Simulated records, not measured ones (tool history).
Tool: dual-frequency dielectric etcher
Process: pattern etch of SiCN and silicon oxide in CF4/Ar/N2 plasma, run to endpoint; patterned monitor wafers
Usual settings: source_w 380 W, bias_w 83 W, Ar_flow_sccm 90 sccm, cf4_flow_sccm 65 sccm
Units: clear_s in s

run,hour,source_w,bias_w,Ar_flow_sccm,cf4_flow_sccm,"incoming incoming film thickness, nm",clear_s
1,0,380,83,90,65,16.48,20.7
2,20.9,430,83,90,65,16.59,19.1
3,47.1,380,83,90,65,16.56,20.6
4,117.2,380,83,90,65,16.43,20.4
5,154.9,380,83,90,65,16.54,20.7
6,191.3,350,83,90,65,16.34,21.5
7,243.2,350,83,90,65,16.43,21.4
8,295.3,380,83,90,65,16.46,20.5
# hour 372.1: upper electrode replaced
9,372.6,380,71,90,65,16.56,21.7
10,425.7,380,83,90,65,16.46,20.4
11,476,380,83,90,65,16.48,20.5
12,514.5,480,76,105,57,16.56,19.3
# hour 563.1: source power generator calibrated
13,563.6,380,98,90,65,16.62,19.6
# hour 609.8: wet clean of the chamber
14,610.3,380,99,82,65,16.57,19.3
# hour 622.9: Ar flow controller replaced
15,654.8,380,83,111,79,16.66,21.2
# hour 660.7: bias power generator calibrated
# hour 729.1: CF4 flow controller replaced
16,729.6,380,75,90,65,16.47,21.3

Forecast run 17:
17,791,380,71,102,80,16.44,?

Run 17 gave clear_s 21.4 s.
Without the tool's hidden state the same run would have given clear_s 21.4 s.
